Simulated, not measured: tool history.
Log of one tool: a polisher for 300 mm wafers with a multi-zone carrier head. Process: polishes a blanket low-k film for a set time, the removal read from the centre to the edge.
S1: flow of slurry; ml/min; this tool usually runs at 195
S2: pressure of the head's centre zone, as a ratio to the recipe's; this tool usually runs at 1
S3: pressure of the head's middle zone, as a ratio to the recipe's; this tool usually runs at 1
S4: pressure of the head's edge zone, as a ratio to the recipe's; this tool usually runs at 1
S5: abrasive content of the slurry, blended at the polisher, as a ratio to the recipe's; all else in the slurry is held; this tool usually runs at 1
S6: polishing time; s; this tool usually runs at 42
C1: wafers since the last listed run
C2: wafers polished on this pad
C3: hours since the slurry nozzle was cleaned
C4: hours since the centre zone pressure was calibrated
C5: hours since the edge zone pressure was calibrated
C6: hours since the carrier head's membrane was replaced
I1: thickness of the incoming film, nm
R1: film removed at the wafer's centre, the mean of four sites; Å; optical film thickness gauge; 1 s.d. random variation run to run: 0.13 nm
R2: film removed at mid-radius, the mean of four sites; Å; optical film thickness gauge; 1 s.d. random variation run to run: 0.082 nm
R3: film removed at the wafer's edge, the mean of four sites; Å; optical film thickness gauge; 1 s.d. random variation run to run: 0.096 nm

run,hour,S1,S2,S3,S4,S5,S6,C1,C2,C3,C4,C5,C6,I1,R1,R2,R3
1,0,235,1,0.95,1,1,42,0,3923,76.9,728.4,365.1,614.1,451.9,108,104,106
# hour 46: centre zone pressure recalibrated
2,68.7,235,1,0.95,1,1,42,1089,5013,145.6,22.7,433.8,682.8,445.7,106,104,106
3,115.8,195,1,1,1,0.85,42,769,5782,192.7,69.8,480.9,729.9,448.4,98,97,99
# hour 142.7: worn pad replaced by a new one
4,198.6,195,1,1,1,0.85,42,1287,912,275.5,152.6,563.7,812.7,442.4,93,94,96
5,279.8,195,1,1,1,0.85,42,1326,2239,356.7,233.8,644.9,893.9,454.5,92,92,94
# hour 335.8: slurry nozzle cleaned
6,361.6,195,1,1,1,1,42,1319,3558,25.8,315.6,726.7,975.7,456.5,106,106,103
# hour 365.7: edge zone pressure recalibrated
7,434.1,195,1,1,1,1,42,1151,4710,98.3,388.1,68.4,1048.2,455.4,105,105,105
# hour 490.3: worn pad replaced by a new one
8,528.8,175,1,1,1,1,42,1481,629,193,482.8,163.1,1142.9,452.8,102,101,102
9,632.9,175,1,1,1,1,42,1700,2329,297.1,586.9,267.2,1247,445.5,97,100,101
# hour 671.7: slurry nozzle cleaned
# hour 680.1: carrier head's membrane replaced by a new one
10,681.1,195,1,1,1,1,42,689,3018,9.4,635.1,315.4,1,440.5,104,104,106
# hour 734.1: centre zone pressure recalibrated
11,749,195,1.08,1.12,1,1,42,1076,4095,77.3,14.9,383.3,68.9,448.5,113,116,104
12,796.1,195,1,1,1,1,42,769,4864,124.4,62,430.4,116,450.1,102,105,105
# hour 888.3: worn pad replaced by a new one
# hour 1064.3: slurry nozzle cleaned
13,1106.2,195,1,1,1,0.7,50,4983,3543,41.9,372.1,740.5,426.1,449.3,108,108,105
# hour 1144.8: edge zone pressure recalibrated
14,1198.7,195,1,1,1,1,42,1478,5021,134.4,464.6,53.9,518.6,448.2,105,106,105
# hour 1260.1: worn pad replaced by a new one
15,1266.1,260,1,1,1,1,42,1035,98,201.8,532,121.3,586,449.4,105,108,108
# hour 1338.3: centre zone pressure recalibrated
16,1339.6,195,1.08,1,1.11,1,42,1167,1266,275.3,1.3,194.8,659.5,442,107,103,108
# hour 1429.4: slurry nozzle cleaned
17,1481.5,260,1,1,1,1,42,2301,3567,52.1,143.2,336.7,801.4,456.1,109,110,105
18,1584.2,240,1,1,1,1,42,1677,5245,154.8,245.9,439.4,904.1,442.8,109,107,107
# hour 1631.5: worn pad replaced by a new one
19,1687.4,195,1,1,1,1,42,1620,913,258,349.1,542.6,1007.3,453.5,101,102,103
# hour 1724.8: carrier head's membrane replaced by a new one
20,1727.7,165,1,1,1.09,0.75,47,576,1490,298.3,389.4,582.9,2.9,451.6,95,98,101
# hour 1761.5: slurry nozzle cleaned
21,1768.5,215,1,1,1,1,42,650,2140,7,430.2,623.7,43.7,454.6,109,107,106

Across each entry between runs, compare the hidden state at the last listed run before it with the hidden state at the first listed run after it:
Runs 1 to 2: centre zone pressure recalibrated (hour 46)
  slurry flow missing at the pad, %: 1.74 -> 5.86
  measured less the result without the state, R1: -1 -> -1 Å; R2: +0 -> -1 Å; R3: +0 -> +0 Å
Runs 3 to 4: worn pad replaced by a new one (hour 142.7)
  slurry flow missing at the pad, %: 10.2 -> 20.6
  measured less the result without the state, R1: -1 -> -4 Å; R2: -2 -> -3 Å; R3: -1 -> -2 Å
Runs 5 to 6: slurry nozzle cleaned (hour 335.8)
  slurry flow missing at the pad, %: 34.4 -> 2.67
  measured less the result without the state, R1: -6 -> +0 Å; R2: -6 -> +0 Å; R3: -4 -> -1 Å
Runs 6 to 7: edge zone pressure recalibrated (hour 365.7)
  slurry flow missing at the pad, %: 2.67 -> 5.1
  measured less the result without the state, R1: +0 -> +0 Å; R2: +0 -> +0 Å; R3: -1 -> +0 Å
Runs 7 to 8: worn pad replaced by a new one (hour 490.3)
  slurry flow missing at the pad, %: 5.1 -> 12.5
  measured less the result without the state, R1: +0 -> -2 Å; R2: +0 -> -2 Å; R3: +0 -> -2 Å
Runs 9 to 10: slurry nozzle cleaned (hour 671.7); carrier head's membrane replaced by a new one (hour 680.1)
  slurry flow missing at the pad, %: 26.3 -> 3.59
  measured less the result without the state, R1: -5 -> -1 Å; R2: -5 -> -1 Å; R3: -3 -> +0 Å
Runs 10 to 11: centre zone pressure recalibrated (hour 734.1)
  slurry flow missing at the pad, %: 3.59 -> 5.17
  measured less the result without the state, R1: -1 -> -1 Å; R2: -1 -> -1 Å; R3: +0 -> -1 Å
Runs 12 to 13: worn pad replaced by a new one (hour 888.3); slurry nozzle cleaned (hour 1064.3)
  slurry flow missing at the pad, %: 7.73 -> 4.21
  measured less the result without the state, R1: -1 -> -1 Å; R2: -1 -> +0 Å; R3: -1 -> -1 Å
Runs 13 to 14: edge zone pressure recalibrated (hour 1144.8)
  slurry flow missing at the pad, %: 4.21 -> 8.61
  measured less the result without the state, R1: -1 -> -1 Å; R2: +0 -> -1 Å; R3: -1 -> -1 Å
Runs 14 to 15: worn pad replaced by a new one (hour 1260.1)
  slurry flow missing at the pad, %: 8.61 -> 14.7
  measured less the result without the state, R1: -1 -> -2 Å; R2: -1 -> -2 Å; R3: -1 -> -1 Å
Runs 15 to 16: centre zone pressure recalibrated (hour 1338.3)
  slurry flow missing at the pad, %: 14.7 -> 24.2
  measured less the result without the state, R1: -2 -> -4 Å; R2: -2 -> -4 Å; R3: -1 -> -3 Å
Runs 16 to 17: slurry nozzle cleaned (hour 1429.4)
  slurry flow missing at the pad, %: 24.2 -> 5.89
  measured less the result without the state, R1: -4 -> -1 Å; R2: -4 -> -1 Å; R3: -3 -> -1 Å
Runs 18 to 19: worn pad replaced by a new one (hour 1631.5)
  slurry flow missing at the pad, %: 11.6 -> 23.1
  measured less the result without the state, R1: -1 -> -4 Å; R2: -2 -> -4 Å; R3: -1 -> -2 Å
Runs 19 to 20: carrier head's membrane replaced by a new one (hour 1724.8)
  slurry flow missing at the pad, %: 23.1 -> 29.1
  measured less the result without the state, R1: -4 -> -6 Å; R2: -4 -> -5 Å; R3: -2 -> -4 Å
Runs 20 to 21: slurry nozzle cleaned (hour 1761.5)
  slurry flow missing at the pad, %: 29.1 -> 4.59
  measured less the result without the state, R1: -6 -> +0 Å; R2: -5 -> -1 Å; R3: -4 -> +0 Å
